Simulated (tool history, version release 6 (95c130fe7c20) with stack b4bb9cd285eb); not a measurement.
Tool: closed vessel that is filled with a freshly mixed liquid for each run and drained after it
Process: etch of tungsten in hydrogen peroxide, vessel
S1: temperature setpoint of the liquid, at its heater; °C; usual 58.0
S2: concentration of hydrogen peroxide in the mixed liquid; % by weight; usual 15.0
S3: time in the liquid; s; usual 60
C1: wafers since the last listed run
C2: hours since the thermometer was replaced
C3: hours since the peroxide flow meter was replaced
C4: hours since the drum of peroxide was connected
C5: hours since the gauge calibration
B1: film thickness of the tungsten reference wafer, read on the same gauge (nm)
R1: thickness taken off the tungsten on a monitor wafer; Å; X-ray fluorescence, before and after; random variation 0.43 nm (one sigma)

{"run": 1, "hour": 0.0, "S1": 58.0, "S2": 12.0, "S3": 35, "C1": 0, "C2": 1862.3, "C3": 539.0, "C4": 713.5, "C5": 45.5, "B1": 60.03, "R1": 407.4}
{"run": 2, "hour": 6.6, "S1": 58.0, "S2": 12.0, "S3": 35, "C1": 951, "C2": 1868.9, "C3": 545.6, "C4": 720.1, "C5": 52.1, "B1": 59.99, "R1": 402.6}
{"run": 3, "hour": 21.0, "S1": 58.0, "S2": 18.0, "S3": 60, "C1": 2076, "C2": 1883.3, "C3": 560.0, "C4": 734.5, "C5": 66.5, "B1": 59.98, "R1": 852.3}
{"run": 4, "hour": 38.7, "S1": 58.0, "S2": 18.0, "S3": 60, "C1": 2552, "C2": 1901.0, "C3": 577.7, "C4": 752.2, "C5": 84.2, "B1": 59.99, "R1": 853.1}
{"run": 5, "hour": 56.3, "S1": 58.0, "S2": 18.0, "S3": 60, "C1": 2538, "C2": 1918.6, "C3": 595.3, "C4": 769.8, "C5": 101.8, "B1": 59.99, "R1": 846.7}
{"run": 6, "hour": 62.8, "S1": 58.0, "S2": 13.0, "S3": 90, "C1": 937, "C2": 1925.1, "C3": 601.8, "C4": 776.3, "C5": 108.3, "B1": 60.0, "R1": 1080.1}
{"run": 7, "hour": 79.4, "S1": 58.0, "S2": 16.5, "S3": 60, "C1": 2394, "C2": 1941.7, "C3": 618.4, "C4": 792.9, "C5": 124.9, "B1": 59.95, "R1": 824.5}
{"run": 8, "hour": 95.8, "S1": 58.0, "S2": 12.0, "S3": 60, "C1": 2365, "C2": 1958.1, "C3": 634.8, "C4": 809.3, "C5": 141.3, "B1": 59.99, "R1": 701.7}
{"run": 9, "hour": 108.7, "S1": 53.0, "S2": 15.0, "S3": 60, "C1": 1860, "C2": 1971.0, "C3": 647.7, "C4": 822.2, "C5": 154.2, "B1": 59.98, "R1": 578.1}
{"hour": 119.0, "done": "thermometer replaced"}
{"run": 10, "hour": 125.8, "S1": 53.0, "S2": 15.0, "S3": 60, "C1": 2322, "C2": 6.8, "C3": 664.8, "C4": 839.3, "C5": 171.3, "B1": 59.96, "R1": 585.4}
{"run": 11, "hour": 134.7, "S1": 58.0, "S2": 15.0, "S3": 60, "C1": 1283, "C2": 15.7, "C3": 673.7, "C4": 848.2, "C5": 180.2, "B1": 59.99, "R1": 781.1}
{"run": 12, "hour": 145.9, "S1": 58.0, "S2": 15.0, "S3": 60, "C1": 1615, "C2": 26.9, "C3": 684.9, "C4": 859.4, "C5": 191.4, "B1": 59.98, "R1": 785.1}
{"run": 13, "hour": 155.0, "S1": 58.0, "S2": 15.0, "S3": 60, "C1": 1312, "C2": 36.0, "C3": 694.0, "C4": 868.5, "C5": 200.5, "B1": 60.0, "R1": 782.5}
{"hour": 167.3, "done": "new drum of peroxide connected"}
{"run": 14, "hour": 171.8, "S1": 53.5, "S2": 18.5, "S3": 85, "C1": 2278, "C2": 52.8, "C3": 710.8, "C4": 4.5, "C5": 217.3, "B1": 59.99, "R1": 946.4}
{"run": 15, "hour": 187.1, "S1": 58.0, "S2": 17.0, "S3": 30, "C1": 2206, "C2": 68.1, "C3": 726.1, "C4": 19.8, "C5": 232.6, "B1": 59.98, "R1": 417.9}
{"hour": 192.2, "done": "gauge calibrated"}
{"run": 16, "hour": 199.0, "S1": 53.5, "S2": 18.5, "S3": 85, "C1": 1716, "C2": 80.0, "C3": 738.0, "C4": 31.7, "C5": 6.8, "B1": 59.99, "R1": 948.7}
{"run": 17, "hour": 207.2, "S1": 58.0, "S2": 15.0, "S3": 60, "C1": 1182, "C2": 88.2, "C3": 746.2, "C4": 39.9, "C5": 15.0, "B1": 60.0, "R1": 785.1}
{"run": 18, "hour": 219.0, "S1": 48.5, "S2": 15.0, "S3": 75, "C1": 1701, "C2": 100.0, "C3": 758.0, "C4": 51.7, "C5": 26.8, "B1": 59.94, "R1": 554.6}
{"hour": 225.8, "done": "peroxide flow meter replaced"}
{"run": 19, "hour": 230.9, "S1": 51.0, "S2": 15.0, "S3": 35, "C1": 1572, "C2": 111.9, "C3": 5.1, "C4": 63.6, "C5": 38.7, "B1": 59.95, "R1": 281.2}
{"run": 20, "hour": 239.7, "S1": 58.0, "S2": 17.5, "S3": 70, "C1": 1269, "C2": 120.7, "C3": 13.9, "C4": 72.4, "C5": 47.5, "B1": 60.0, "R1": 930.8}
{"run": 21, "hour": 249.3, "S1": 49.0, "S2": 16.5, "S3": 45, "C1": 1384, "C2": 130.3, "C3": 23.5, "C4": 82.0, "C5": 57.1, "B1": 60.04, "R1": 337.6}
{"run": 22, "hour": 257.2, "S1": 58.0, "S2": 13.0, "S3": 90, "C1": 1139, "C2": 138.2, "C3": 31.4, "C4": 89.9, "C5": 65.0, "B1": 60.03, "R1": 1033.6}
{"run": 23, "hour": 271.3, "S1": 58.0, "S2": 15.0, "S3": 60, "C1": 2033, "C2": 152.3, "C3": 45.5, "C4": 104.0, "C5": 79.1, "B1": 59.95, "R1": 742.6}
{"run": 24, "hour": 286.3, "S1": 58.0, "S2": 15.0, "S3": 60, "C1": 2163, "C2": 167.3, "C3": 60.5, "C4": 119.0, "C5": 94.1, "B1": 59.97, "R1": 743.6}
{"run": 25, "hour": 301.4, "S1": 58.0, "S2": 16.5, "S3": 70, "C1": 2177, "C2": 182.4, "C3": 75.6, "C4": 134.1, "C5": 109.2, "B1": 59.97, "R1": 915.7}
{"run": 26, "hour": 308.0, "S1": 58.0, "S2": 17.0, "S3": 60, "C1": 951, "C2": 189.0, "C3": 82.2, "C4": 140.7, "C5": 115.8, "B1": 60.0, "R1": 795.9}
{"run": 27, "hour": 315.2, "S1": 66.0, "S2": 17.5, "S3": 30, "C1": 1038, "C2": 196.2, "C3": 89.4, "C4": 147.9, "C5": 123.0, "B1": 60.02, "R1": 629.6}
{"run": 28, "hour": 331.0, "S1": 49.5, "S2": 12.0, "S3": 60, "C1": 2278, "C2": 212.0, "C3": 105.2, "C4": 163.7, "C5": 138.8, "B1": 60.03, "R1": 402.9}
{"run": 29, "hour": 347.5, "S1": 49.5, "S2": 18.0, "S3": 80, "C1": 2379, "C2": 228.5, "C3": 121.7, "C4": 180.2, "C5": 155.3, "B1": 60.0, "R1": 654.6}
{"run": 30, "hour": 360.2, "S1": 58.0, "S2": 17.5, "S3": 70, "C1": 1831, "C2": 241.2, "C3": 134.4, "C4": 192.9, "C5": 168.0, "B1": 60.0, "R1": 939.3}

What the log doesn't show, run by run:
liquid hotter than its thermometer reads (K): 0 in every run
peroxide weaker than its label (%): 0 in every run
gauge reads high (%): 0 in every run
H1: peroxide flow above the setpoint (%)
run=1 H1=10.5
run=2 H1=10.6
run=3 H1=10.8
run=4 H1=11.1
run=5 H1=11.3
run=6 H1=11.4
run=7 H1=11.7
run=8 H1=11.9
run=9 H1=12.1
run=10 H1=12.4
run=11 H1=12.5
run=12 H1=12.7
run=13 H1=12.8
run=14 H1=13.1
run=15 H1=13.3
run=16 H1=13.5
run=17 H1=13.6
run=18 H1=13.8
run=19 H1=0.505
run=20 H1=0.636
run=21 H1=0.78
run=22 H1=0.899
run=23 H1=1.11
run=24 H1=1.33
run=25 H1=1.56
run=26 H1=1.66
run=27 H1=1.77
run=28 H1=2
run=29 H1=2.25
run=30 H1=2.44
